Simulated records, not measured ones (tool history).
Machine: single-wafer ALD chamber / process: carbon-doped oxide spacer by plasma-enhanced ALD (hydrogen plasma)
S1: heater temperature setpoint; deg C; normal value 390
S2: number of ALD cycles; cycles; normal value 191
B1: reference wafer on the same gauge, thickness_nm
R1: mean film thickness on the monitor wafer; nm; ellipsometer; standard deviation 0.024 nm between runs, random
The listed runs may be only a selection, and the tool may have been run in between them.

run	hour	S1	S2	B1	R1
1	0.0	390	191	7.689	9.537
2	17.7	390	191	7.698	9.539
3	52.5	383	191	7.686	9.522
4	77.0	383	191	7.686	9.554
5	96.1	383	191	7.681	9.495
6	111.7	390	191	7.666	9.518
7	126.7	390	191	7.664	9.475
8	140.7	390	191	7.670	9.498
9	155.8	390	191	7.678	9.480
10	174.1	390	191	7.659	9.460
11	196.2	390	191	7.655	9.471
12	248.6	390	221	7.641	10.943
13	260.8	390	221	7.652	10.914
# hour 297.3: thermocouple changed; heater temperature recalibrated
14	297.8	390	221	7.641	10.994
15	312.2	390	191	7.635	9.455
16	337.5	390	191	7.622	9.440
# hour 352.5: gauge calibrated
17	366.6	384	191	7.696	9.562
18	394.1	384	191	7.698	9.551
19	410.6	395	202	7.700	10.080
20	441.6	381	202	7.699	10.036
21	466.6	390	191	7.702	9.521
22	486.3	398	229	7.700	11.450
23	512.5	390	191	7.698	9.493
24	543.8	383	161	7.701	8.029
25	562.8	390	206	7.692	10.260
26	578.4	390	191	7.702	9.506
27	593.6	382	191	7.692	9.526
28	623.0	390	191	7.692	9.524
29	655.6	390	191	7.679	9.534
30	679.9	390	164	7.685	8.140
31	702.6	390	203	7.689	10.068
32	730.0	390	191	7.679	9.493
33	744.6	403	191	7.680	9.387
34	759.8	397	203	7.672	10.084
35	790.2	390	211	7.668	10.491
36	817.8	390	191	7.672	9.477

Measured less the same run without the tool's hidden state. The same run-to-run variation is in both; the gauge's scatter may not be:
What the log doesn't record here: wafer temperature above the value expected at the setpoint (K); gauge reads high (%).
run	R1
1	-0.019
2	-0.023
3	-0.030
4	-0.035
5	-0.039
6	-0.043
7	-0.046
8	-0.050
9	-0.054
10	-0.058
11	-0.064
12	-0.091
13	-0.094
14	-0.108
15	-0.098
16	-0.106
17	-0.010
18	-0.010
19	-0.011
20	-0.013
21	-0.012
22	-0.016
23	-0.014
24	-0.014
25	-0.021
26	-0.020
27	-0.022
28	-0.025
29	-0.028
30	-0.027
31	-0.036
32	-0.038
33	-0.041
34	-0.047
35	-0.053
36	-0.053
